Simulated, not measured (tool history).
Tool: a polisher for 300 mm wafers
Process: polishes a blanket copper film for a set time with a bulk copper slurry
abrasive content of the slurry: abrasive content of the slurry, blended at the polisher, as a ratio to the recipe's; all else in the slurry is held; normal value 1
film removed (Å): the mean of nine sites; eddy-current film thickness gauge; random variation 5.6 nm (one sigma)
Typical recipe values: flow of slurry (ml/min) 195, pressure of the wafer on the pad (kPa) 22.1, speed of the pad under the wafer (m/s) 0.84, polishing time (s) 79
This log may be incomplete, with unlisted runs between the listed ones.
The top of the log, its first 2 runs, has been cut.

| run | hour | flow of slurry (ml/min) | pressure of the wafer on the pad (kPa) | speed of the pad under the wafer (m/s) | abrasive content of the slurry | polishing time (s) | wafers since the last listed run | wafers polished on this pad | hours since the slurry nozzle was cleaned | hours since the head pressure was calibrated | hours since the slurry blender was calibrated | incoming thickness of the incoming film, nm | film removed (Å) |
|---|---|---|---|---|---|---|---|---|---|---|---|---|---|
|  | 14.2 | head pressure recalibrated |
| 3 | 14.7 | 195 | 17.2 | 0.84 | 1 | 79 | 68 | 1049 | 416.2 | 0.5 | 32.8 | 2374 | 5359 |
| 4 | 24.2 | 195 | 22.1 | 0.84 | 1 | 79 | 110 | 1160 | 425.7 | 10 | 42.3 | 2374.7 | 6198 |
|  | 29.2 | worn pad replaced by a new one |
| 5 | 31.3 | 195 | 22.1 | 0.84 | 1 | 79 | 35 | 24 | 432.8 | 17.1 | 49.4 | 2360.4 | 6847 |
| 6 | 44.6 | 195 | 22.1 | 0.84 | 1 | 79 | 154 | 179 | 446.1 | 30.4 | 62.7 | 2364.3 | 6676 |
| 7 | 56.5 | 195 | 22.1 | 0.7 | 1 | 79 | 138 | 317 | 458 | 42.3 | 74.6 | 2391.6 | 5590 |
| 8 | 73.9 | 195 | 22.1 | 0.7 | 1 | 79 | 201 | 519 | 475.4 | 59.7 | 92 | 2366.1 | 5413 |
| 9 | 81.2 | 195 | 22.1 | 0.84 | 1 | 79 | 84 | 603 | 482.7 | 67 | 99.3 | 2376.1 | 6294 |
|  | 89.5 | slurry nozzle cleaned |
| 10 | 93.8 | 195 | 22.1 | 0.6 | 1 | 79 | 134 | 738 | 4.3 | 79.6 | 111.9 | 2327.9 | 4579 |
| 11 | 106.9 | 255 | 22.1 | 0.74 | 1 | 103 | 151 | 890 | 17.4 | 92.7 | 125 | 2359.8 | 7532 |
| 12 | 118.1 | 165 | 22.1 | 1 | 1 | 79 | 129 | 1020 | 28.6 | 103.9 | 136.2 | 2353.7 | 7182 |
| 13 | 124.4 | 240 | 22.1 | 0.84 | 0.9 | 97 | 73 | 1093 | 34.9 | 110.2 | 142.5 | 2377.7 | 7462 |
|  | 135.3 | worn pad replaced by a new one |
| 14 | 137.1 | 195 | 22.1 | 0.84 | 1.25 | 79 | 100 | 21 | 47.6 | 122.9 | 155.2 | 2418 | 7216 |
|  | 145.3 | slurry blender recalibrated |
| 15 | 151.7 | 195 | 26.9 | 0.84 | 1 | 79 | 146 | 167 | 62.2 | 137.5 | 6.4 | 2403.9 | 7277 |
| 16 | 160.8 | 195 | 22.1 | 0.84 | 1 | 79 | 105 | 272 | 71.3 | 146.6 | 15.5 | 2413.1 | 6362 |
| 17 | 169.7 | 250 | 17.9 | 0.84 | 1.3 | 92 | 103 | 376 | 80.2 | 155.5 | 24.4 | 2369.2 | 7342 |
| 18 | 178.5 | 195 | 24.1 | 0.84 | 1 | 79 | 102 | 478 | 89 | 164.3 | 33.2 | 2389.9 | 6557 |
| 19 | 193.4 | 195 | 22.1 | 0.84 | 1 | 53 | 172 | 651 | 103.9 | 179.2 | 48.1 | 2399 | 4087 |
| 20 | 207.4 | 195 | 22.1 | 0.84 | 1 | 79 | 162 | 813 | 117.9 | 193.2 | 62.1 | 2375.1 | 6093 |
| 21 | 220.1 | 195 | 17.9 | 0.84 | 1 | 79 | 147 | 960 | 130.6 | 205.9 | 74.8 | 2380.3 | 5401 |
| 22 | 234.7 | 195 | 22.1 | 0.84 | 1 | 79 | 169 | 1130 | 145.2 | 220.5 | 89.4 | 2393.1 | 6079 |
|  | 240 | worn pad replaced by a new one |
| 23 | 247.3 | 215 | 22.1 | 0.84 | 1 | 79 | 99 | 85 | 157.8 | 233.1 | 102 | 2424.5 | 6658 |
| 24 | 263.9 | 175 | 22.1 | 1.1 | 1 | 79 | 192 | 277 | 174.4 | 249.7 | 118.6 | 2381.3 | 8051 |

Run 25 has not been measured yet. What should we expect?
| 25 | 279.7 | 155 | 22.1 | 0.84 | 0.85 | 53 | 183 | 461 | 190.2 | 265.5 | 134.4 | 2360.7 | ? |

{"run 25": {"film removed (Å)": 3801}}
Had the tool carried no hidden state, the very same run would have given film removed (Å) 4185.

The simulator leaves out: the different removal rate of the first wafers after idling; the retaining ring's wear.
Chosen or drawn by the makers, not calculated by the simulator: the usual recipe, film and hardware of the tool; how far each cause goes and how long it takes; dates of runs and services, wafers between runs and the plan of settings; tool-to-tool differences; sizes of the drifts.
